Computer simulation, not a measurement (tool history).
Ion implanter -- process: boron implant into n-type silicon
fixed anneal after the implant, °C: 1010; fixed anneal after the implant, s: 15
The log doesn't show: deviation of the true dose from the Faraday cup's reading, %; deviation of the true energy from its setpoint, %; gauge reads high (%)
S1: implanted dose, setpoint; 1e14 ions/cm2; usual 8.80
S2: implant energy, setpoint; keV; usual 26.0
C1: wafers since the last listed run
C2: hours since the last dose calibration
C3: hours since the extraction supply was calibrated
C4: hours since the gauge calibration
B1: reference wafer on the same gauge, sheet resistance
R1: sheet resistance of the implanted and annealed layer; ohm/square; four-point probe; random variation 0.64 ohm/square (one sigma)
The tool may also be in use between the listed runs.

| run | hour | S1 | S2 | C1 | C2 | C3 | C4 | B1 | R1 |
|---|---|---|---|---|---|---|---|---|---|
| 1 | 0.0 | 6.91 | 26.0 | 0 | 473.8 | 3866.3 | 231.6 | 109.01 | 167.73 |
|  | 15.8 | Faraday cup replaced and dose calibrated |
| 2 | 16.3 | 6.91 | 26.0 | 105 | 0.5 | 3882.6 | 247.9 | 109.03 | 162.13 |
| 3 | 95.2 | 6.91 | 26.0 | 1000 | 79.4 | 3961.5 | 326.8 | 108.91 | 161.80 |
| 4 | 110.8 | 8.80 | 22.5 | 197 | 95.0 | 3977.1 | 342.4 | 108.95 | 133.73 |
| 5 | 123.6 | 8.80 | 22.5 | 162 | 107.8 | 3989.9 | 355.2 | 109.14 | 133.95 |
| 6 | 160.4 | 8.80 | 26.0 | 466 | 144.6 | 4026.7 | 392.0 | 109.02 | 133.21 |
| 7 | 196.1 | 8.80 | 26.0 | 452 | 180.3 | 4062.4 | 427.7 | 108.97 | 132.61 |
| 8 | 227.1 | 8.80 | 26.0 | 392 | 211.3 | 4093.4 | 458.7 | 109.09 | 132.92 |
| 9 | 259.8 | 8.80 | 26.0 | 414 | 244.0 | 4126.1 | 491.4 | 109.01 | 133.02 |
| 10 | 289.3 | 10.76 | 30.0 | 373 | 273.5 | 4155.6 | 520.9 | 109.15 | 110.94 |
| 11 | 307.0 | 10.76 | 30.0 | 224 | 291.2 | 4173.3 | 538.6 | 109.04 | 111.88 |
|  | 307.1 | gauge calibrated |
| 12 | 341.1 | 8.80 | 26.0 | 432 | 325.3 | 4207.4 | 34.0 | 109.01 | 134.35 |
| 13 | 363.6 | 8.80 | 26.0 | 285 | 347.8 | 4229.9 | 56.5 | 109.03 | 134.84 |
| 14 | 399.3 | 7.74 | 26.0 | 452 | 383.5 | 4265.6 | 92.2 | 109.01 | 151.33 |
| 15 | 423.7 | 8.80 | 26.0 | 309 | 407.9 | 4290.0 | 116.6 | 109.06 | 134.70 |
| 16 | 451.2 | 8.80 | 33.5 | 348 | 435.4 | 4317.5 | 144.1 | 108.96 | 131.48 |
| 17 | 465.5 | 6.97 | 29.5 | 181 | 449.7 | 4331.8 | 158.4 | 108.96 | 165.01 |
|  | 481.3 | Faraday cup replaced and dose calibrated |
| 18 | 485.2 | 10.01 | 22.5 | 148 | 3.9 | 4351.5 | 178.1 | 108.89 | 119.40 |
| 19 | 504.7 | 8.80 | 33.0 | 247 | 23.4 | 4371.0 | 197.6 | 109.00 | 129.58 |
| 20 | 521.5 | 8.80 | 26.0 | 212 | 40.2 | 4387.8 | 214.4 | 108.91 | 131.95 |
| 21 | 546.3 | 9.88 | 20.0 | 314 | 65.0 | 4412.6 | 239.2 | 109.03 | 122.39 |
|  | 577.0 | extraction supply calibrated |
| 22 | 579.0 | 8.80 | 26.0 | 313 | 97.7 | 2.0 | 271.9 | 109.02 | 132.59 |
| 23 | 598.5 | 9.46 | 35.0 | 247 | 117.2 | 21.5 | 291.4 | 109.00 | 121.84 |
| 24 | 630.5 | 6.28 | 18.5 | 405 | 149.2 | 53.5 | 323.4 | 108.99 | 181.61 |
| 25 | 663.1 | 8.80 | 26.0 | 413 | 181.8 | 86.1 | 356.0 | 109.00 | 132.60 |
| 26 | 695.4 | 10.62 | 26.0 | 409 | 214.1 | 118.4 | 388.3 | 109.09 | 113.13 |
| 27 | 710.9 | 8.80 | 18.5 | 196 | 229.6 | 133.9 | 403.8 | 109.05 | 136.89 |
| 28 | 743.6 | 8.80 | 26.0 | 414 | 262.3 | 166.6 | 436.5 | 109.00 | 133.29 |
| 29 | 770.2 | 11.34 | 21.0 | 337 | 288.9 | 193.2 | 463.1 | 108.99 | 110.84 |

Predict each of these 4 candidate next runs independently; none follows another, all start after run 29:
| A | 770.6 | 8.80 | 26.0 | 5 | 289.3 | 193.6 | 463.5 | ? | ? |
| B | 770.6 | 6.39 | 18.0 | 5 | 289.3 | 193.6 | 463.5 | ? | ? |
| C | 770.6 | 6.70 | 32.0 | 5 | 289.3 | 193.6 | 463.5 | ? | ? |
| D | 770.6 | 8.80 | 32.0 | 5 | 289.3 | 193.6 | 463.5 | ? | ? |

| run | B1 | R1 |
|---|---|---|
| A | 109.06 | 134.13 |
| B | 109.06 | 182.23 |
| C | 109.06 | 165.80 |
| D | 109.06 | 132.15 |
The same runs, with their run-to-run variation unchanged, on a tool lacking any hidden condition would have given:
| run | R1 |
|---|---|
| A | 131.99 |
| B | 179.28 |
| C | 163.19 |
| D | 130.08 |

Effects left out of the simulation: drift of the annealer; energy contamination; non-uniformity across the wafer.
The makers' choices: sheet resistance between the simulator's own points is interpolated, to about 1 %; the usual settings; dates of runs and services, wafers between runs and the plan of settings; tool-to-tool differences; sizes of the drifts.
